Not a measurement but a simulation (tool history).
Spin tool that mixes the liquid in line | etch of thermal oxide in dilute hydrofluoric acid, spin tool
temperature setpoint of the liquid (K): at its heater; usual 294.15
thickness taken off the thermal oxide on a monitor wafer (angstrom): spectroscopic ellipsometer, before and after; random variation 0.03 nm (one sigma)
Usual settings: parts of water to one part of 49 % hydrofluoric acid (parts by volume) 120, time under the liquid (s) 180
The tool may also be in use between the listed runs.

run,hour,temperature setpoint of the liquid (K),parts of water to one part of 49 % hydrofluoric acid (parts by volume),time under the liquid (s),"read-back film thickness of the thermal oxide reference wafer, read on the same gauge (nm)",thickness taken off the thermal oxide on a monitor wafer (angstrom)
1,0.0,294.15,120,180,140.00,70.0
2,34.8,294.15,120,180,140.03,69.8
3,67.2,294.15,120,180,139.98,69.7
4,89.5,294.15,120,180,140.01,69.9
5,125.4,294.15,120,180,139.96,70.1
6,152.3,294.15,120,180,139.99,70.3
7,175.1,294.15,120,180,140.01,69.8
8,187.7,294.15,120,180,140.00,70.3
# hour 203.2: thermometer replaced
9,214.8,294.15,120,265,140.00,108.4
10,234.9,294.15,120,265,139.96,108.7
11,266.3,294.15,120,265,139.99,108.6
12,280.4,292.15,120,105,139.96,39.6
13,297.3,292.15,120,105,139.99,39.8
14,327.4,290.15,155,105,140.00,27.5
15,351.9,294.15,70,250,140.02,188.0
16,372.5,294.15,120,180,140.01,74.2
# hour 373.6: thermometer replaced, repeated, since the last time left the tool worse
17,401.0,291.15,120,180,140.02,58.6
18,427.2,294.15,120,180,139.98,65.7
19,457.6,290.15,80,115,140.00,56.1
20,478.9,297.65,75,90,139.99,65.0
# hour 486.4: gauge calibrated
21,506.1,291.15,155,275,140.00,67.2
22,531.9,291.65,145,230,140.02,62.4
23,566.1,294.15,120,180,140.04,66.5
24,579.7,297.15,120,180,139.96,75.7
# hour 587.2: hydrofluoric acid flow meter replaced
25,606.1,294.15,70,280,139.98,188.7
26,625.5,290.15,175,215,140.02,44.1
27,656.7,294.15,120,180,139.95,67.0
28,691.8,290.15,160,140,139.99,32.0
29,712.4,294.15,120,180,139.97,67.5
30,748.2,294.15,165,180,140.00,46.2
31,761.8,297.15,85,215,140.01,132.6
32,780.3,294.15,120,180,139.98,67.5
33,815.0,294.15,120,180,139.98,67.6
34,828.9,290.65,70,110,139.99,64.6
35,852.0,292.65,120,95,140.02,33.3

The tool's hidden state at each run:
hydrofluoric acid flow above the setpoint (%): 0 in every run
gauge reads high (%): 0 in every run
H1: liquid hotter than its thermometer reads (K)
run,H1
1,1.72
2,1.77
3,1.81
4,1.84
5,1.88
6,1.91
7,1.94
8,1.96
9,3.06
10,3.08
11,3.12
12,3.14
13,3.16
14,3.19
15,3.22
16,3.25
17,0.319
18,0.351
19,0.389
20,0.415
21,0.448
22,0.48
23,0.522
24,0.539
25,0.572
26,0.595
27,0.634
28,0.677
29,0.702
30,0.747
31,0.763
32,0.786
33,0.829
34,0.846
35,0.874

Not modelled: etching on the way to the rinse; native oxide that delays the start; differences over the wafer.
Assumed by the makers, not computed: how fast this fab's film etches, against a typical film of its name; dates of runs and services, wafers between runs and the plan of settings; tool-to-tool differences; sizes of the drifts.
